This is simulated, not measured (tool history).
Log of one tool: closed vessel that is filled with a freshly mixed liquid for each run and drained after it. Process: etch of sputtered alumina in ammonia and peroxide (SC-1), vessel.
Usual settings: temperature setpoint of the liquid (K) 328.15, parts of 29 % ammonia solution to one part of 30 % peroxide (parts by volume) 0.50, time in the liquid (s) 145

run,hour,temperature setpoint of the liquid (K),parts of 29 % ammonia solution to one part of 30 % peroxide (parts by volume),time in the liquid (s),wafers since the last listed run,hours since the thermometer was replaced,hours since the ammonia flow meter was replaced,hours since the drum of ammonia solution was connected,hours since the gauge calibration,"read-back film thickness of the sputtered alumina reference wafer, read on the same gauge (nm)",thickness taken off the sputtered alumina on a monitor wafer (angstrom)
1,0.0,328.15,0.65,145,0,758.1,759.8,204.3,566.0,110.01,64.3
# hour 48.4: ammonia flow meter replaced
2,66.3,328.15,0.50,145,5119,824.4,17.9,270.6,632.3,110.00,62.5
3,144.1,328.15,0.50,145,6099,902.2,95.7,348.4,710.1,109.97,62.0
# hour 181.3: new drum of ammonia solution connected
4,251.8,328.15,0.50,145,8365,1009.9,203.4,70.5,817.8,110.05,62.6
5,336.8,328.15,0.50,145,6664,1094.9,288.4,155.5,902.8,110.04,62.6
6,437.7,328.15,0.50,145,7910,1195.8,389.3,256.4,1003.7,109.99,62.0
7,519.3,328.15,0.50,145,6397,1277.4,470.9,338.0,1085.3,109.99,62.0
# hour 538.9: new drum of ammonia solution connected
8,621.0,328.15,0.50,145,7895,1379.1,572.6,82.1,1187.0,110.02,62.6
9,697.6,328.15,0.50,145,6005,1455.7,649.2,158.7,1263.6,110.04,62.0
# hour 727.7: ammonia flow meter replaced
10,789.1,321.15,0.50,145,7095,1547.2,61.4,250.2,1355.1,110.03,42.2
11,846.4,321.15,0.50,145,4492,1604.5,118.7,307.5,1412.4,110.00,41.9
12,923.7,328.15,0.50,225,6060,1681.8,196.0,384.8,1489.7,109.96,95.5
# hour 971.4: new drum of ammonia solution connected
13,1004.5,337.65,0.55,205,6256,1762.6,276.8,33.1,1570.5,110.01,144.8
14,1287.7,328.15,0.25,220,22203,2045.8,560.0,316.3,1853.7,110.06,87.4
# hour 1369.0: new drum of ammonia solution connected
15,1386.6,328.15,0.50,145,7675,2144.7,658.9,17.6,1952.6,109.98,62.1
# hour 1394.6: ammonia flow meter replaced
# hour 1475.5: gauge calibrated
16,1480.8,328.15,0.50,120,7307,2238.9,86.2,111.8,5.3,110.02,51.3
17,1533.6,328.15,0.50,145,4139,2291.7,139.0,164.6,58.1,109.97,61.6
# hour 1584.0: thermometer replaced
18,1633.7,328.15,0.75,145,7769,49.7,239.1,264.7,158.2,109.93,65.3
19,1707.8,328.15,0.50,145,5809,123.8,313.2,338.8,232.3,110.01,62.8

Run 20 comes next. What will it give?
20,1748.5,328.15,0.50,145,3190,164.5,353.9,379.5,273.0,?,?

Run 20 gave read-back film thickness of the sputtered alumina reference wafer, read on the same gauge (nm) 110.00, thickness taken off the sputtered alumina on a monitor wafer (angstrom) 62.3.
Without the tool's hidden state the same run would have given thickness taken off the sputtered alumina on a monitor wafer (angstrom) 63.3.
